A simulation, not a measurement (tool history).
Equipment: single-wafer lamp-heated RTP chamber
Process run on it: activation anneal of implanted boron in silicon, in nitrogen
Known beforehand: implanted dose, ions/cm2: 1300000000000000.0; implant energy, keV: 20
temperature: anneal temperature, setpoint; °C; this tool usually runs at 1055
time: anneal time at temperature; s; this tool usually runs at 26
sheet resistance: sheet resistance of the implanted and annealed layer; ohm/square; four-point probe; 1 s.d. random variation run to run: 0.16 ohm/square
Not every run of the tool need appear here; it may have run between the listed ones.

run    hour  temperature  time  wafers since the last listed run  wafers since the last pyrometer calibration  wafers since the reflector plate was cleaned  hours since the gauge calibration  read-back reference wafer on the same gauge, sheet resistance  sheet resistance
  1     0.0         1055    26                                 0                                         2210                                          7379                              863.5                                                          92.61             98.46
  2    47.5         1055    26                               398                                         2609                                          7777                              911.0                                                          92.66             98.26
  3    90.5         1045    18                               360                                         2969                                          8138                              954.0                                                          92.60             99.42
  4   143.5         1045    18                               444                                         3414                                          8582                             1007.0                                                          92.62             99.23
  5   202.9         1055    16                               498                                         3912                                          9080                             1066.4                                                          92.59             98.99
  6   276.3         1055    16                               615                                         4527                                          9695                             1139.8                                                          92.62             98.99
  7   323.6         1055    16                               396                                         4924                                         10092                             1187.1                                                          92.60             98.94
      389.0  -- pyrometer window cleaned and pyrometer calibrated
  8   391.7         1055    26                               503                                           22                                         10596                             1255.2                                                          92.63             97.55
  9   451.8         1055    26                               503                                          526                                         11100                             1315.3                                                          92.64             97.99
      464.1  -- gauge calibrated
 10   522.6         1055    26                               593                                         1120                                         11693                               58.5                                                          92.57             97.69
 11   561.3         1055    26                               324                                         1444                                         12018                               97.2                                                          92.69             97.51
 12   595.7         1055    26                               288                                         1733                                         12306                              131.6                                                          92.56             97.71
      632.1  -- pyrometer window cleaned and pyrometer calibrated, repeated, since the last time left the tool worse
 13   648.0         1055    26                               371                                          133                                         12678                              183.9                                                          92.54             98.36
 14   693.6         1055    33                               382                                          515                                         13060                              229.5                                                          92.57             98.35
      724.0  -- reflector plate cleaned
 15   751.3         1043    11                               416                                          932                                           228                              287.2                                                          92.63            100.11
 16   809.9         1068    26                               491                                         1423                                           720                              345.8                                                          92.66             97.67
 17   871.6         1037    26                               517                                         1940                                          1237                              407.5                                                          92.59             99.87
 18   920.1         1031    12                               406                                         2347                                          1644                              456.0                                                          92.58            101.64
 19   946.9         1055    26                               224                                         2572                                          1868                              482.8                                                          92.55             98.50
 20  1123.8         1047    32                              1483                                         4055                                          3352                              659.7                                                          92.56             98.64
 21  1154.8         1034    22                               259                                         4315                                          3612                              690.7                                                          92.62            100.07
 22  1209.1         1055    26                               455                                         4770                                          4067                              745.0                                                          92.54             97.88
 23  1273.6         1064    12                               540                                         5311                                          4608                              809.5                                                          92.65             98.85
 24  1334.2         1043    18                               508                                         5819                                          5116                              870.1                                                          92.67             99.20
 25  1366.9         1065    26                               274                                         6093                                          5390                              902.8                                                          92.54             97.62
     1377.8  -- pyrometer window cleaned and pyrometer calibrated
 26  1435.5         1026    12                               508                                          483                                          5898                              971.4                                                          92.60            102.10

List, for all runs, the conditions of the tool that the log does not record:
wafer temperature error from the tarnished reflector plate, K: 0, the same for each run
gauge reads high (%): 0, the same for each run
H1: true wafer temperature minus pyrometer reading, K
run     H1
  1    3.1
  2   3.56
  3   4.05
  4   4.73
  5    5.6
  6   6.85
  7   7.75
  8   14.6
  9   14.7
 10   14.9
 11   15.1
 12   15.4
 13  0.536
 14  0.595
 15  0.771
 16   1.06
 17    1.5
 18   1.93
 19    2.2
 20   4.61
 21   5.14
 22   6.14
 23   7.47
 24   8.84
 25   9.63
 26  0.979
